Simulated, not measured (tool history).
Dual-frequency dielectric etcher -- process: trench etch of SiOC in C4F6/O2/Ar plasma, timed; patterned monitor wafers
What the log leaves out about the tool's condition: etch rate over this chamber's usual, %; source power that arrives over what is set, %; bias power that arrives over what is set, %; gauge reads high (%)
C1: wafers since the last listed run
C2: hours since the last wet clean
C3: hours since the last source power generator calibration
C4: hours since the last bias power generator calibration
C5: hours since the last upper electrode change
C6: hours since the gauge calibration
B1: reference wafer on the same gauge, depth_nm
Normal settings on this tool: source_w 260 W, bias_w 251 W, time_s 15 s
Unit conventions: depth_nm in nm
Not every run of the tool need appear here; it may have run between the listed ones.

run 1 hour=0 | source_w=300 bias_w=251 time_s=15 | C1=0 C2=349 C3=2243.2 C4=2999 C5=1007.4 C6=492.5 | B1=30.49 | depth_nm=31.51
run 2 hour=46.7 | source_w=300 bias_w=251 time_s=15 | C1=607 C2=395.7 C3=2289.9 C4=3045.7 C5=1054.1 C6=539.2 | B1=30.5 | depth_nm=31.29
run 3 hour=125.3 | source_w=300 bias_w=251 time_s=15 | C1=1022 C2=474.3 C3=2368.5 C4=3124.3 C5=1132.7 C6=617.8 | B1=30.49 | depth_nm=31.59
-- hour=201.4 wet clean of the chamber
run 4 hour=204.8 | source_w=260 bias_w=251 time_s=15 | C1=721 C2=3.4 C3=2448 C4=3203.8 C5=1212.2 C6=697.3 | B1=30.5 | depth_nm=29.71
-- hour=215.5 gauge calibrated
run 5 hour=289 | source_w=260 bias_w=251 time_s=15 | C1=1094 C2=87.6 C3=2532.2 C4=3288 C5=1296.4 C6=73.5 | B1=30.49 | depth_nm=29.72
run 6 hour=352.8 | source_w=260 bias_w=251 time_s=15 | C1=829 C2=151.4 C3=2596 C4=3351.8 C5=1360.2 C6=137.3 | B1=30.49 | depth_nm=29.58
run 7 hour=425.3 | source_w=260 bias_w=251 time_s=15 | C1=942 C2=223.9 C3=2668.5 C4=3424.3 C5=1432.7 C6=209.8 | B1=30.5 | depth_nm=29.72
run 8 hour=467.8 | source_w=260 bias_w=251 time_s=11.5 | C1=552 C2=266.4 C3=2711 C4=3466.8 C5=1475.2 C6=252.3 | B1=30.5 | depth_nm=22.89
-- hour=473.7 source power generator calibrated
run 9 hour=525.5 | source_w=260 bias_w=251 time_s=11.5 | C1=698 C2=324.1 C3=51.8 C4=3524.5 C5=1532.9 C6=310 | B1=30.49 | depth_nm=22.98
run 10 hour=587 | source_w=260 bias_w=251 time_s=11.5 | C1=799 C2=385.6 C3=113.3 C4=3586 C5=1594.4 C6=371.5 | B1=30.51 | depth_nm=23.02
run 11 hour=633.4 | source_w=280 bias_w=251 time_s=15 | C1=603 C2=432 C3=159.7 C4=3632.4 C5=1640.8 C6=417.9 | B1=30.5 | depth_nm=30.8
run 12 hour=717.5 | source_w=260 bias_w=288 time_s=15 | C1=1093 C2=516.1 C3=243.8 C4=3716.5 C5=1724.9 C6=502 | B1=30.5 | depth_nm=31.31
-- hour=748.9 wet clean of the chamber
run 13 hour=757.9 | source_w=260 bias_w=211 time_s=13 | C1=213 C2=9 C3=284.2 C4=3756.9 C5=1765.3 C6=542.4 | B1=30.49 | depth_nm=24.33
-- hour=847.3 upper electrode replaced, of another model than before
run 14 hour=847.8 | source_w=260 bias_w=251 time_s=15 | C1=856 C2=98.9 C3=374.1 C4=3846.8 C5=0.5 C6=632.3 | B1=30.5 | depth_nm=29.63
run 15 hour=878.2 | source_w=260 bias_w=212 time_s=15 | C1=395 C2=129.3 C3=404.5 C4=3877.2 C5=30.9 C6=662.7 | B1=30.49 | depth_nm=27.16
-- hour=915.7 bias power generator calibrated
run 16 hour=929.8 | source_w=260 bias_w=251 time_s=15 | C1=618 C2=180.9 C3=456.1 C4=14.1 C5=82.5 C6=714.3 | B1=30.5 | depth_nm=29.74
run 17 hour=970.1 | source_w=310 bias_w=293 time_s=11.5 | C1=524 C2=221.2 C3=496.4 C4=54.4 C5=122.8 C6=754.6 | B1=30.49 | depth_nm=25.77
-- hour=974.6 gauge calibrated
run 18 hour=1066.1 | source_w=220 bias_w=223 time_s=12.5 | C1=1248 C2=317.2 C3=592.4 C4=150.4 C5=218.8 C6=91.5 | B1=30.49 | depth_nm=22.39
run 19 hour=1167.2 | source_w=230 bias_w=251 time_s=15 | C1=1314 C2=418.3 C3=693.5 C4=251.5 C5=319.9 C6=192.6 | B1=30.52 | depth_nm=28.97
-- hour=1262.2 wet clean of the chamber
run 20 hour=1267.5 | source_w=260 bias_w=301 time_s=11 | C1=992 C2=5.3 C3=793.8 C4=351.8 C5=420.2 C6=292.9 | B1=30.5 | depth_nm=23.67
run 21 hour=1358.7 | source_w=260 bias_w=251 time_s=13 | C1=1185 C2=96.5 C3=885 C4=443 C5=511.4 C6=384.1 | B1=30.51 | depth_nm=25.6

Some steps in depth_nm, run to run, broken into two amounts with sign: the step expected even without the hidden condition (settings, incoming material, random variation), and the rest, left for the hidden condition together with whatever gauge scatter is not in both the measured and the hidden-condition-free result:
Run 10 -> 11: source_w 260 -> 280, time_s 11.5 -> 15. depth_nm +7.78 nm: hidden state +0.12, all else +7.66.
Run 12 -> 13: bias_w 288 -> 211, time_s 15 -> 13, wet clean of the chamber. depth_nm -6.98 nm: hidden state -0.49, all else -6.49.
Run 19 -> 20: source_w 230 -> 260, bias_w 251 -> 301, time_s 15 -> 11, wet clean of the chamber. depth_nm -5.3 nm: hidden state -0.27, all else -5.03.
